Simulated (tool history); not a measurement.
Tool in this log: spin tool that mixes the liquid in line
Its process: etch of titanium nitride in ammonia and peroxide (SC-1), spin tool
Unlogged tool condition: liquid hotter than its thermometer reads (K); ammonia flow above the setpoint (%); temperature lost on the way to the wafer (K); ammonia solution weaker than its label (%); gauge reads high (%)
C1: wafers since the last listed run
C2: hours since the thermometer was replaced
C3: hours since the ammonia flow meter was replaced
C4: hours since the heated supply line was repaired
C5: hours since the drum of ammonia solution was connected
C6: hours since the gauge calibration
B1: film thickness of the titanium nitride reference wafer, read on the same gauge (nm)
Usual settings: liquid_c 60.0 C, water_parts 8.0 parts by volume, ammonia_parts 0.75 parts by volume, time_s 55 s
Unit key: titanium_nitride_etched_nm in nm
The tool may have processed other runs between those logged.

{"run": 1, "hour": 0.0, "liquid_c": 60.0, "water_parts": 8.0, "ammonia_parts": 0.75, "time_s": 70, "C1": 0, "C2": 1554.6, "C3": 1201.7, "C4": 2126.8, "C5": 908.6, "C6": 519.8, "B1": 149.99, "titanium_nitride_etched_nm": 9.37}
{"hour": 70.8, "done": "new drum of ammonia solution connected"}
{"run": 2, "hour": 79.4, "liquid_c": 60.0, "water_parts": 8.0, "ammonia_parts": 0.75, "time_s": 55, "C1": 744, "C2": 1634.0, "C3": 1281.1, "C4": 2206.2, "C5": 8.6, "C6": 599.2, "B1": 150.01, "titanium_nitride_etched_nm": 7.37}
{"run": 3, "hour": 135.1, "liquid_c": 60.0, "water_parts": 8.0, "ammonia_parts": 0.75, "time_s": 55, "C1": 528, "C2": 1689.7, "C3": 1336.8, "C4": 2261.9, "C5": 64.3, "C6": 654.9, "B1": 150.01, "titanium_nitride_etched_nm": 7.35}
{"run": 4, "hour": 172.7, "liquid_c": 60.0, "water_parts": 8.0, "ammonia_parts": 0.75, "time_s": 55, "C1": 356, "C2": 1727.3, "C3": 1374.4, "C4": 2299.5, "C5": 101.9, "C6": 692.5, "B1": 150.01, "titanium_nitride_etched_nm": 7.39}
{"run": 5, "hour": 242.4, "liquid_c": 60.0, "water_parts": 8.0, "ammonia_parts": 0.5, "time_s": 55, "C1": 661, "C2": 1797.0, "C3": 1444.1, "C4": 2369.2, "C5": 171.6, "C6": 762.2, "B1": 149.97, "titanium_nitride_etched_nm": 6.94}
{"run": 6, "hour": 312.6, "liquid_c": 60.0, "water_parts": 8.0, "ammonia_parts": 0.5, "time_s": 55, "C1": 666, "C2": 1867.2, "C3": 1514.3, "C4": 2439.4, "C5": 241.8, "C6": 832.4, "B1": 150.01, "titanium_nitride_etched_nm": 6.93}
{"run": 7, "hour": 406.2, "liquid_c": 60.0, "water_parts": 8.0, "ammonia_parts": 0.5, "time_s": 55, "C1": 888, "C2": 1960.8, "C3": 1607.9, "C4": 2533.0, "C5": 335.4, "C6": 926.0, "B1": 149.99, "titanium_nitride_etched_nm": 6.99}
{"hour": 546.6, "done": "thermometer replaced"}
{"run": 8, "hour": 587.6, "liquid_c": 57.0, "water_parts": 8.0, "ammonia_parts": 0.75, "time_s": 55, "C1": 1712, "C2": 41.0, "C3": 1789.3, "C4": 2714.4, "C5": 516.8, "C6": 1107.4, "B1": 149.99, "titanium_nitride_etched_nm": 6.1}
{"hour": 667.1, "done": "gauge calibrated"}
{"hour": 678.2, "done": "heated supply line repaired"}
{"run": 9, "hour": 738.7, "liquid_c": 57.0, "water_parts": 8.0, "ammonia_parts": 0.75, "time_s": 55, "C1": 1424, "C2": 192.1, "C3": 1940.4, "C4": 60.5, "C5": 667.9, "C6": 71.6, "B1": 150.0, "titanium_nitride_etched_nm": 6.08}
{"run": 10, "hour": 819.6, "liquid_c": 60.0, "water_parts": 8.0, "ammonia_parts": 0.75, "time_s": 55, "C1": 767, "C2": 273.0, "C3": 2021.3, "C4": 141.4, "C5": 748.8, "C6": 152.5, "B1": 150.01, "titanium_nitride_etched_nm": 7.39}
{"run": 11, "hour": 878.7, "liquid_c": 55.5, "water_parts": 11.0, "ammonia_parts": 1.15, "time_s": 25, "C1": 560, "C2": 332.1, "C3": 2080.4, "C4": 200.5, "C5": 807.9, "C6": 211.6, "B1": 150.01, "titanium_nitride_etched_nm": 2.26}
{"run": 12, "hour": 974.7, "liquid_c": 60.0, "water_parts": 8.0, "ammonia_parts": 0.75, "time_s": 55, "C1": 911, "C2": 428.1, "C3": 2176.4, "C4": 296.5, "C5": 903.9, "C6": 307.6, "B1": 149.99, "titanium_nitride_etched_nm": 7.46}
{"hour": 997.1, "done": "ammonia flow meter replaced"}
{"hour": 1039.5, "done": "new drum of ammonia solution connected"}
{"run": 13, "hour": 1072.9, "liquid_c": 55.5, "water_parts": 10.5, "ammonia_parts": 0.95, "time_s": 55, "C1": 913, "C2": 526.3, "C3": 75.8, "C4": 394.7, "C5": 33.4, "C6": 405.8, "B1": 149.98, "titanium_nitride_etched_nm": 4.91}
{"run": 14, "hour": 1132.3, "liquid_c": 60.0, "water_parts": 5.5, "ammonia_parts": 0.75, "time_s": 55, "C1": 563, "C2": 585.7, "C3": 135.2, "C4": 454.1, "C5": 92.8, "C6": 465.2, "B1": 150.01, "titanium_nitride_etched_nm": 8.71}
{"run": 15, "hour": 1197.6, "liquid_c": 60.0, "water_parts": 8.0, "ammonia_parts": 0.75, "time_s": 55, "C1": 619, "C2": 651.0, "C3": 200.5, "C4": 519.4, "C5": 158.1, "C6": 530.5, "B1": 150.01, "titanium_nitride_etched_nm": 7.35}
{"run": 16, "hour": 1273.4, "liquid_c": 60.0, "water_parts": 8.0, "ammonia_parts": 0.5, "time_s": 55, "C1": 719, "C2": 726.8, "C3": 276.3, "C4": 595.2, "C5": 233.9, "C6": 606.3, "B1": 149.99, "titanium_nitride_etched_nm": 6.88}
{"run": 17, "hour": 1370.6, "liquid_c": 60.0, "water_parts": 8.0, "ammonia_parts": 0.75, "time_s": 55, "C1": 922, "C2": 824.0, "C3": 373.5, "C4": 692.4, "C5": 331.1, "C6": 703.5, "B1": 149.99, "titanium_nitride_etched_nm": 7.35}
{"run": 18, "hour": 1463.6, "liquid_c": 65.5, "water_parts": 9.5, "ammonia_parts": 0.9, "time_s": 70, "C1": 882, "C2": 917.0, "C3": 466.5, "C4": 785.4, "C5": 424.1, "C6": 796.5, "B1": 149.99, "titanium_nitride_etched_nm": 12.56}
{"run": 19, "hour": 1519.7, "liquid_c": 60.0, "water_parts": 8.0, "ammonia_parts": 0.4, "time_s": 85, "C1": 532, "C2": 973.1, "C3": 522.6, "C4": 841.5, "C5": 480.2, "C6": 852.6, "B1": 150.0, "titanium_nitride_etched_nm": 10.24}
{"run": 20, "hour": 1593.8, "liquid_c": 60.0, "water_parts": 8.0, "ammonia_parts": 0.75, "time_s": 55, "C1": 703, "C2": 1047.2, "C3": 596.7, "C4": 915.6, "C5": 554.3, "C6": 926.7, "B1": 150.0, "titanium_nitride_etched_nm": 7.34}
{"hour": 1674.1, "done": "gauge calibrated"}
{"run": 21, "hour": 1689.1, "liquid_c": 53.5, "water_parts": 8.0, "ammonia_parts": 0.75, "time_s": 35, "C1": 904, "C2": 1142.5, "C3": 692.0, "C4": 1010.9, "C5": 649.6, "C6": 15.0, "B1": 150.0, "titanium_nitride_etched_nm": 3.03}
{"run": 22, "hour": 1767.6, "liquid_c": 62.5, "water_parts": 10.5, "ammonia_parts": 0.95, "time_s": 30, "C1": 745, "C2": 1221.0, "C3": 770.5, "C4": 1089.4, "C5": 728.1, "C6": 93.5, "B1": 150.0, "titanium_nitride_etched_nm": 4.26}
{"run": 23, "hour": 1832.5, "liquid_c": 68.5, "water_parts": 8.0, "ammonia_parts": 0.6, "time_s": 55, "C1": 616, "C2": 1285.9, "C3": 835.4, "C4": 1154.3, "C5": 793.0, "C6": 158.4, "B1": 150.02, "titanium_nitride_etched_nm": 12.12}

What if the next run were any one of these 5? Each begins from the tool's condition after run 23:
{"run": "A", "hour": 1832.9, "liquid_c": 60.0, "water_parts": 8.0, "ammonia_parts": 0.75, "time_s": 55, "C1": 3, "C2": 1286.3, "C3": 835.8, "C4": 1154.7, "C5": 793.4, "C6": 158.8, "B1": "?", "titanium_nitride_etched_nm": "?"}
{"run": "B", "hour": 1832.9, "liquid_c": 60.0, "water_parts": 10.5, "ammonia_parts": 0.55, "time_s": 55, "C1": 3, "C2": 1286.3, "C3": 835.8, "C4": 1154.7, "C5": 793.4, "C6": 158.8, "B1": "?", "titanium_nitride_etched_nm": "?"}
{"run": "C", "hour": 1832.9, "liquid_c": 55.5, "water_parts": 5.0, "ammonia_parts": 0.75, "time_s": 25, "C1": 3, "C2": 1286.3, "C3": 835.8, "C4": 1154.7, "C5": 793.4, "C6": 158.8, "B1": "?", "titanium_nitride_etched_nm": "?"}
{"run": "D", "hour": 1832.9, "liquid_c": 66.5, "water_parts": 10.0, "ammonia_parts": 0.85, "time_s": 75, "C1": 3, "C2": 1286.3, "C3": 835.8, "C4": 1154.7, "C5": 793.4, "C6": 158.8, "B1": "?", "titanium_nitride_etched_nm": "?"}
{"run": "E", "hour": 1832.9, "liquid_c": 60.0, "water_parts": 5.0, "ammonia_parts": 0.75, "time_s": 55, "C1": 3, "C2": 1286.3, "C3": 835.8, "C4": 1154.7, "C5": 793.4, "C6": 158.8, "B1": "?", "titanium_nitride_etched_nm": "?"}

run=A B1=150.00 titanium_nitride_etched_nm=7.37
run=B B1=150.00 titanium_nitride_etched_nm=6.11
run=C B1=150.00 titanium_nitride_etched_nm=3.10
run=D B1=150.00 titanium_nitride_etched_nm=13.93
run=E B1=150.00 titanium_nitride_etched_nm=9.18
Take away the tool's hidden state, keep each run's random variation, and the runs would have read:
run=A titanium_nitride_etched_nm=7.32
run=B titanium_nitride_etched_nm=6.05
run=C titanium_nitride_etched_nm=3.07
run=D titanium_nitride_etched_nm=13.82
run=E titanium_nitride_etched_nm=9.12
